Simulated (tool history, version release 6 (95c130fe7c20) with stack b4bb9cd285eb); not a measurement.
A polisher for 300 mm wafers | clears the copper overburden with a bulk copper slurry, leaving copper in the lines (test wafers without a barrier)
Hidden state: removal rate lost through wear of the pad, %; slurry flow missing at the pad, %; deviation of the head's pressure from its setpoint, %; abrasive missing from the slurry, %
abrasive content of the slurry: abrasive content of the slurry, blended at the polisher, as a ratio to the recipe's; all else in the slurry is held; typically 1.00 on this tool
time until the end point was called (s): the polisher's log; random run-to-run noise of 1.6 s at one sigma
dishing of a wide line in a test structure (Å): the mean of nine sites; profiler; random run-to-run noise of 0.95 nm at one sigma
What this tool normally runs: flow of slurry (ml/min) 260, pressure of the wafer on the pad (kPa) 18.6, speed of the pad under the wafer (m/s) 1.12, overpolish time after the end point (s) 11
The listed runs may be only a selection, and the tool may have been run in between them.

run	hour	flow of slurry (ml/min)	pressure of the wafer on the pad (kPa)	speed of the pad under the wafer (m/s)	abrasive content of the slurry	overpolish time after the end point (s)	wafers since the last listed run	wafers polished on this pad	hours since the slurry nozzle was cleaned	hours since the head pressure was calibrated	hours since the slurry blender was calibrated	incoming thickness of the incoming film, nm	time until the end point was called (s)	dishing of a wide line in a test structure (Å)
1	0.0	215	18.6	1.12	1.00	11	0	314	107.6	340.6	154.8	845.2	105.9	489
2	30.8	215	18.6	1.12	1.00	11	136	451	138.4	371.4	185.6	850.5	107.1	501
# hour 34.5: slurry blender recalibrated
3	58.8	215	18.6	1.12	1.00	11	115	566	166.4	399.4	24.3	837.4	100.8	493
4	75.3	260	18.6	1.22	1.00	11	73	640	182.9	415.9	40.8	851.9	93.8	523
5	89.8	260	18.6	1.12	1.00	8	64	704	197.4	430.4	55.3	833.5	101.5	402
6	102.4	260	18.6	1.12	1.00	8	55	760	210.0	443.0	67.9	831.6	96.8	393
# hour 128.0: slurry nozzle cleaned
7	128.5	260	18.6	1.12	1.00	9	111	871	0.5	469.1	94.0	835.9	101.1	444
8	146.2	260	18.6	1.12	1.00	9	78	950	18.2	486.8	111.7	841.7	102.1	423
9	164.6	260	15.2	1.12	1.00	11	81	1032	36.6	505.2	130.1	843.8	117.0	451
# hour 186.2: head pressure recalibrated
10	199.7	260	21.4	1.12	1.00	5	147	1179	71.7	13.5	165.2	838.5	91.1	305
# hour 223.9: slurry blender recalibrated
11	226.8	260	18.6	1.12	1.00	11	111	1290	98.8	40.6	2.9	841.7	104.9	497
# hour 231.5: worn pad replaced by a new one
12	247.5	345	18.6	1.40	1.00	11	74	70	119.5	61.3	23.6	831.0	82.9	577
13	280.8	260	18.6	0.88	0.75	11	147	218	152.8	94.6	56.9	848.4	143.3	392
# hour 298.8: slurry blender recalibrated, repeated, since the last time left the tool worse
14	306.5	235	18.6	1.12	1.00	11	105	324	178.5	120.3	7.7	840.9	103.8	523
15	327.0	260	18.6	1.12	1.00	11	91	415	199.0	140.8	28.2	842.7	99.1	497
# hour 334.0: slurry nozzle cleaned
16	352.3	235	18.6	1.50	1.20	6	107	523	18.3	166.1	53.5	842.9	74.5	402

Each run again, without the hidden state but with its own random variation kept:
run	time until the end point was called (s)	dishing of a wide line in a test structure (Å)
1	102.7	498
2	103.3	512
3	100.1	495
4	92.8	527
5	100.2	406
6	95.3	398
7	99.0	450
8	99.7	430
9	113.8	459
10	88.1	314
11	98.9	515
12	77.8	597
13	133.6	412
14	103.5	524
15	98.5	499
16	73.7	405
